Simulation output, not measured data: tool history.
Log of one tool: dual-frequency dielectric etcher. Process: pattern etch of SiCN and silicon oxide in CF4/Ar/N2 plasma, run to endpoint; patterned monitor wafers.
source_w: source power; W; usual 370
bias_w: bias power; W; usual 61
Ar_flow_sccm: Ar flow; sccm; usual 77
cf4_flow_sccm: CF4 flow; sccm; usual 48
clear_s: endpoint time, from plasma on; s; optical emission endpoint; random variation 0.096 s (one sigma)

| run | hour | source_w | bias_w | Ar_flow_sccm | cf4_flow_sccm | incoming incoming film thickness, nm | clear_s |
|---|---|---|---|---|---|---|---|
| 1 | 0.0 | 370 | 61 | 77 | 48 | 12.70 | 19.9 |
| 2 | 31.5 | 370 | 61 | 69 | 41 | 12.72 | 20.1 |
| 3 | 59.3 | 300 | 46 | 59 | 56 | 12.68 | 25.6 |
| 4 | 116.9 | 410 | 61 | 71 | 38 | 12.64 | 18.1 |
| 5 | 165.3 | 370 | 61 | 91 | 48 | 12.72 | 20.4 |
| 6 | 226.5 | 300 | 52 | 69 | 41 | 12.80 | 27.2 |
| 7 | 259.1 | 280 | 66 | 64 | 56 | 12.73 | 26.0 |
| 8 | 296.2 | 370 | 61 | 71 | 36 | 12.61 | 20.6 |
|  | 341.1 | source power generator calibrated |
| 9 | 365.4 | 290 | 71 | 89 | 48 | 12.76 | 27.9 |
| 10 | 393.6 | 370 | 74 | 85 | 48 | 12.69 | 20.6 |
| 11 | 436.2 | 430 | 61 | 77 | 48 | 12.84 | 18.4 |
| 12 | 475.2 | 340 | 75 | 95 | 55 | 12.71 | 22.4 |
|  | 510.6 | wet clean of the chamber |
| 13 | 532.6 | 370 | 61 | 77 | 48 | 12.66 | 20.8 |
| 14 | 560.0 | 370 | 61 | 77 | 48 | 12.67 | 20.7 |
| 15 | 616.3 | 320 | 73 | 59 | 48 | 12.82 | 23.3 |
| 16 | 674.9 | 310 | 46 | 77 | 48 | 12.62 | 27.8 |
| 17 | 746.1 | 330 | 67 | 86 | 48 | 12.70 | 23.9 |
| 18 | 813.2 | 340 | 61 | 77 | 48 | 12.74 | 23.3 |
| 19 | 847.8 | 430 | 49 | 69 | 40 | 12.73 | 19.4 |
| 20 | 891.6 | 420 | 61 | 77 | 39 | 12.73 | 19.3 |
| 21 | 948.0 | 410 | 61 | 71 | 38 | 12.82 | 19.9 |
|  | 981.5 | wet clean of the chamber |
| 22 | 986.9 | 450 | 61 | 58 | 53 | 12.82 | 16.1 |
| 23 | 1140.6 | 310 | 61 | 85 | 53 | 12.65 | 25.5 |
| 24 | 1209.6 | 370 | 61 | 77 | 48 | 12.71 | 21.0 |

4 ways to go on from here, each from the tool as it stands after run 24. What would each give?
| A | 1210.0 | 320 | 61 | 77 | 48 | 12.64 | ? |
| B | 1210.0 | 370 | 72 | 96 | 43 | 12.64 | ? |
| C | 1210.0 | 340 | 50 | 86 | 55 | 12.64 | ? |
| D | 1210.0 | 370 | 61 | 87 | 37 | 12.64 | ? |

| run | clear_s |
|---|---|
| A | 24.6 |
| B | 20.7 |
| C | 24.0 |
| D | 22.2 |
Without the tool's hidden state the same runs would have given:
| run | clear_s |
|---|---|
| A | 24.2 |
| B | 20.4 |
| C | 23.6 |
| D | 21.8 |
